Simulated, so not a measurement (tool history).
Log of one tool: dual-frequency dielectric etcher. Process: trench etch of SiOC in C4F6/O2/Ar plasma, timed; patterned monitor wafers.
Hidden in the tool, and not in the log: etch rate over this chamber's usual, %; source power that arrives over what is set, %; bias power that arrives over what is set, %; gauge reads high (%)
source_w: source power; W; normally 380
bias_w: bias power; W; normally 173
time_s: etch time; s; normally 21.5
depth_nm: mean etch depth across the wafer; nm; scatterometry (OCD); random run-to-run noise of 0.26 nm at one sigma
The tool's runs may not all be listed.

run	hour	source_w	bias_w	time_s	wafers since the last listed run	hours since the last wet clean	hours since the last source power generator calibration	hours since the last bias power generator calibration	hours since the last upper electrode change	hours since the gauge calibration	read-back reference wafer on the same gauge, depth_nm	depth_nm
1	0.0	380	173	21.5	0	27.6	1692.1	1937.2	4495.0	26.2	56.06	48.14
2	31.0	380	173	21.5	515	58.6	1723.1	1968.2	4526.0	57.2	55.97	48.68
3	59.2	380	173	21.5	469	86.8	1751.3	1996.4	4554.2	85.4	55.96	48.58
4	86.7	380	173	21.5	457	114.3	1778.8	2023.9	4581.7	112.9	56.09	49.27
5	112.8	380	173	21.5	434	140.4	1804.9	2050.0	4607.8	139.0	56.02	48.69
6	143.8	380	173	21.5	515	171.4	1835.9	2081.0	4638.8	170.0	56.00	48.56
7	171.7	380	173	21.5	464	199.3	1863.8	2108.9	4666.7	197.9	56.06	48.83
8	188.5	380	173	21.5	279	216.1	1880.6	2125.7	4683.5	214.7	55.97	49.23
# hour 246.0: upper electrode replaced
# hour 291.6: source power generator calibrated
9	294.8	320	173	21.5	1302	322.4	3.2	2232.0	48.8	321.0	56.01	46.65
10	324.0	320	173	21.5	485	351.6	32.4	2261.2	78.0	350.2	56.03	45.81
11	347.9	380	173	25.5	397	375.5	56.3	2285.1	101.9	374.1	55.94	59.17
# hour 385.2: wet clean of the chamber
12	385.7	480	173	21.5	229	0.5	94.1	2322.9	139.7	411.9	55.96	49.35
13	416.5	380	173	21.5	512	31.3	124.9	2353.7	170.5	442.7	56.12	45.51
14	450.9	380	204	19.5	572	65.7	159.3	2388.1	204.9	477.1	55.98	43.72
# hour 481.4: gauge calibrated
# hour 495.1: wet clean of the chamber, repeated, since the last time left the tool worse
15	495.6	280	199	25.0	344	0.5	204.0	2432.8	249.6	14.2	56.08	51.12
# hour 508.4: bias power generator calibrated
16	518.2	350	192	17.0	309	23.1	226.6	9.8	272.2	36.8	56.08	38.37
17	549.7	300	173	26.0	523	54.6	258.1	41.3	303.7	68.3	55.80	53.13
18	565.0	350	198	21.5	254	69.9	273.4	56.6	319.0	83.6	55.96	48.35
19	581.0	450	184	27.5	266	85.9	289.4	72.6	335.0	99.6	55.92	67.80
20	604.2	350	161	21.5	385	109.1	312.6	95.8	358.2	122.8	56.04	45.46
21	626.1	450	173	21.5	364	131.0	334.5	117.7	380.1	144.7	55.93	51.74
22	638.7	460	146	21.5	209	143.6	347.1	130.3	392.7	157.3	55.98	49.96
23	655.7	380	173	21.5	282	160.6	364.1	147.3	409.7	174.3	55.95	48.48

Forecast each of these 5 alternatives for the next run:
A	656.1	380	173	23.5	6	161.0	364.5	147.7	410.1	174.7	?	?
B	656.1	410	203	21.5	6	161.0	364.5	147.7	410.1	174.7	?	?
C	656.1	440	173	17.5	6	161.0	364.5	147.7	410.1	174.7	?	?
D	656.1	320	157	26.0	6	161.0	364.5	147.7	410.1	174.7	?	?
E	656.1	380	139	21.5	6	161.0	364.5	147.7	410.1	174.7	?	?

run	read-back reference wafer on the same gauge, depth_nm	depth_nm
A	55.95	53.29
B	55.95	53.05
C	55.95	42.16
D	55.95	53.16
E	55.95	45.44
With the hidden condition removed and each run's random variation left untouched, the same runs would have given:
run	depth_nm
A	52.72
B	52.48
C	41.71
D	52.59
E	44.95
